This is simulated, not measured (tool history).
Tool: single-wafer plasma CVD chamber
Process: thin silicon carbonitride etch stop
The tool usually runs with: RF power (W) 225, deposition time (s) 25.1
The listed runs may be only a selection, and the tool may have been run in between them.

run,hour,RF power (W),deposition time (s),"read-back reference wafer on the same gauge, thickness_nm",mean film thickness on the monitor wafer (nm)
1,0.0,225,25.1,15.303,15.260
2,33.2,225,25.1,15.302,15.280
3,58.2,225,25.1,15.297,15.246
4,125.5,225,25.1,15.302,15.229
5,164.3,225,25.1,15.301,15.184
6,189.1,225,25.1,15.300,15.229
7,218.9,225,28.3,15.304,17.138
# hour 245.2: RF generator calibrated
# hour 248.7: thermocouple changed; heater temperature recalibrated
8,254.8,240,25.1,15.301,15.747
# hour 287.9: showerhead replaced
9,300.7,245,28.1,15.300,17.767
# hour 318.5: gauge calibrated
10,343.2,245,28.1,15.300,17.732
11,380.2,190,20.2,15.297,11.832
12,421.6,225,28.6,15.304,17.621
13,478.2,190,20.3,15.299,11.929
14,503.9,240,27.4,15.299,17.231
15,566.3,250,29.5,15.302,18.766
16,634.2,225,20.2,15.300,12.439

5 ways to go on from here, each from the tool as it stands after run 16. What would each give?
A,634.6,225,25.1,?,?
B,634.6,245,23.5,?,?
C,634.6,225,21.3,?,?
D,634.6,215,21.7,?,?
E,634.6,190,22.6,?,?

run,"read-back reference wafer on the same gauge, thickness_nm",mean film thickness on the monitor wafer (nm)
A,15.298,15.501
B,15.298,14.866
C,15.298,13.154
D,15.298,13.231
E,15.298,13.311
Without the tool's unlogged condition, the same runs would have read:
run,mean film thickness on the monitor wafer (nm)
A,15.546
B,14.909
C,13.192
D,13.269
E,13.350

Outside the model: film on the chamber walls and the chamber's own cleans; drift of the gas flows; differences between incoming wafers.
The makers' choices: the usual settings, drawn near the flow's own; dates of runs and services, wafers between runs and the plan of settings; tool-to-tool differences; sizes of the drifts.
